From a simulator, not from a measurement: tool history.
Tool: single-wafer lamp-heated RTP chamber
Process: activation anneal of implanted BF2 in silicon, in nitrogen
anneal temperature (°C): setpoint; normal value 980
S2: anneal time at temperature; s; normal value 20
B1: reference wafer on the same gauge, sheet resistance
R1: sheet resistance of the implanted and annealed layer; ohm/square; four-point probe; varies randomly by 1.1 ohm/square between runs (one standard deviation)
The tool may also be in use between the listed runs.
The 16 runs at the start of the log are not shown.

Run 17, hour 1145.2: usual settings but anneal temperature (°C) 1010, S2 15 s; B1 242.76. Result: R1 234.23 ohm/square.
Run 18, hour 1199.7: usual settings but S2 11 s; B1 243.02. Result: R1 244.63 ohm/square.
At hour 1247.9: pyrometer window cleaned and pyrometer calibrated.
Run 19, hour 1289.8: usual settings; B1 243.26. Result: R1 245.22 ohm/square.
Run 20, hour 1393.7: usual settings but anneal temperature (°C) 1001, S2 28 s; B1 243.03. Result: R1 234.59 ohm/square.
At hour 1487: gauge calibrated.
Run 21, hour 1496.8: usual settings but S2 26 s; B1 243.21. Result: R1 239.33 ohm/square.
Run 22, hour 1590.8: usual settings but anneal temperature (°C) 950, S2 26 s; B1 242.83. Result: R1 257.57 ohm/square.
Run 23, hour 1653.1: usual settings but anneal temperature (°C) 1003, S2 27 s; B1 243.11. Result: R1 232.77 ohm/square.
Run 24, hour 1690.6: usual settings; B1 242.71. Result: R1 238.46 ohm/square.
Run 25, hour 1750.6: usual settings; B1 243.06. Result: R1 240.85 ohm/square.
Run 26, hour 1819.1: usual settings; B1 243.03. Result: R1 239.32 ohm/square.
Run 27, hour 1864.6: usual settings but anneal temperature (°C) 951, S2 27 s; B1 242.62. Result: R1 254.9 ohm/square.
At hour 1887.3: pyrometer window cleaned and pyrometer calibrated.
Run 28, hour 1909.8: usual settings but anneal temperature (°C) 961, S2 14 s; B1 243.1. Result: R1 261.09 ohm/square.
At hour 1928.7: reflector plate cleaned.
Run 29, hour 2003.4: usual settings but anneal temperature (°C) 1008, S2 9 s; B1 242.87. Result: R1 237.71 ohm/square.
Run 30, hour 2091.4: usual settings but anneal temperature (°C) 989; B1 242.9. Result: R1 239.12 ohm/square.

Alternative continuations, all from the tool just after run 30; predict every row:
Run A, hour 2091.8: usual settings; B1 ?. Result: R1 ?.
Run B, hour 2091.8: usual settings but anneal temperature (°C) 969, S2 14 s; B1 ?. Result: R1 ?.
Run C, hour 2091.8: usual settings but anneal temperature (°C) 963, S2 32 s; B1 ?. Result: R1 ?.
Run D, hour 2091.8: usual settings but anneal temperature (°C) 996, S2 27 s; B1 ?. Result: R1 ?.

run      B1      R1
  A  242.95  243.45
  B  242.95  251.34
  C  242.95  248.51
  D  242.95  237.23
Had the tool no hidden state, the same runs would have come out as:
run      R1
  A  247.63
  B     258
  C  254.72
  D  239.53
